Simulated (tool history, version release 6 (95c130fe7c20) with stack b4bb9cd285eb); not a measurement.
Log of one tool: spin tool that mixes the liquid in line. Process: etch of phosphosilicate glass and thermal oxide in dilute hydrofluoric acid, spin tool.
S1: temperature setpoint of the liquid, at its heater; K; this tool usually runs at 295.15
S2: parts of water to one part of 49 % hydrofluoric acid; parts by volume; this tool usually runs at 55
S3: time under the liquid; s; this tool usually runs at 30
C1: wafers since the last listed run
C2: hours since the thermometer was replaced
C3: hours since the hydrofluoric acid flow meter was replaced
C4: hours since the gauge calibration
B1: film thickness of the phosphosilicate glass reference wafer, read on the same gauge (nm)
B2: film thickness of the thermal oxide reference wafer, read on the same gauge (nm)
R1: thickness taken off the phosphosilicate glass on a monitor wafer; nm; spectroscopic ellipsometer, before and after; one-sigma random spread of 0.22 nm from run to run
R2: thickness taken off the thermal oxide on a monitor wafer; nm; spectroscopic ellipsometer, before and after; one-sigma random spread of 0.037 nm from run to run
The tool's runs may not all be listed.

run,day,S1,S2,S3,C1,C2,C3,C4,B1,B2,R1,R2
1,0,295.15,55,30,0,373.2,2370.6,464.7,99.99,149.976,54.06,2.484
# day 0.121: gauge calibrated
2,0.567,295.15,55,30,134,386.8,2384.2,10.7,100.01,149.981,53.75,2.36
3,0.862,295.15,55,30,70,393.9,2391.3,17.8,100.04,149.986,53.67,2.469
4,1.608,295.15,70,30,176,411.8,2409.2,35.7,100.05,150.024,41.56,1.84
5,3.038,295.15,55,30,338,446.1,2443.5,70,100,150.017,53.96,2.467
# day 3.25: thermometer replaced
6,3.512,295.15,55,30,102,6.3,2454.9,81.4,100.01,149.955,54.34,2.509
7,4.15,295.15,55,30,151,21.6,2470.2,96.7,99.98,150.015,53.87,2.375
8,4.492,293.15,40,30,81,29.8,2478.4,104.9,100.01,149.997,69.71,3.087
9,4.808,296.65,75,50,75,37.4,2486,112.5,100,149.999,68.07,3.186
10,5.308,290.65,75,15,118,49.4,2498,124.5,99.98,150.018,16.04,0.711
# day 5.371: hydrofluoric acid flow meter replaced
11,6.004,292.15,55,45,155,66.1,15.2,141.2,100.03,150.039,71.21,3.218
12,6.717,293.15,55,30,168,83.2,32.3,158.3,99.99,149.975,49.75,2.261
13,7.354,291.15,30,45,151,98.5,47.6,173.6,100.02,150.026,129.1,5.831
14,8.058,297.15,45,20,167,115.4,64.5,190.5,100,150.044,48.47,2.194
15,8.483,295.15,55,30,100,125.6,74.7,200.7,100.02,150.003,54.05,2.453
16,9.175,295.15,30,50,164,142.2,91.3,217.3,100.01,150.006,169.82,7.645
17,9.896,292.15,35,30,170,159.5,108.6,234.6,100,150.01,76.84,3.517
18,10.154,292.15,55,20,61,165.7,114.8,240.8,100.02,149.991,31.7,1.451
19,10.712,292.65,40,15,132,179.1,128.2,254.2,100.01,150.016,33.99,1.513
20,11.35,295.15,55,30,151,194.4,143.5,269.5,99.96,149.981,53.98,2.45
21,12.796,295.15,55,30,342,229.1,178.2,304.2,100.01,150.012,54.07,2.473
22,13.079,295.15,80,30,67,235.9,185,311,99.99,150.018,35.93,1.592
23,13.388,290.65,55,45,73,243.3,192.4,318.4,99.97,149.996,67.07,2.979
24,14.4,292.15,80,40,240,267.6,216.7,342.7,100.02,150.019,42.72,1.952
25,15.004,291.15,25,15,143,282.1,231.2,357.2,100,149.992,52,2.321
26,15.675,292.15,80,40,159,298.2,247.3,373.3,100.01,149.989,42.51,1.905

Forecast each of these 4 alternatives for the next run:
A,15.692,295.15,30,30,3,298.6,247.7,373.7,?,?,?,?
B,15.692,293.65,35,45,3,298.6,247.7,373.7,?,?,?,?
C,15.692,299.65,75,30,3,298.6,247.7,373.7,?,?,?,?
D,15.692,291.65,55,40,3,298.6,247.7,373.7,?,?,?,?

run,B1,B2,R1,R2
A,99.98,149.984,102.2,4.548
B,99.98,149.984,122.49,5.451
C,99.98,149.984,46.31,2.061
D,99.98,149.984,62.11,2.764
With no hidden state in the tool, these same runs would have given:
run,R1,R2
A,102.2,4.548
B,122.49,5.451
C,46.31,2.061
D,62.11,2.764
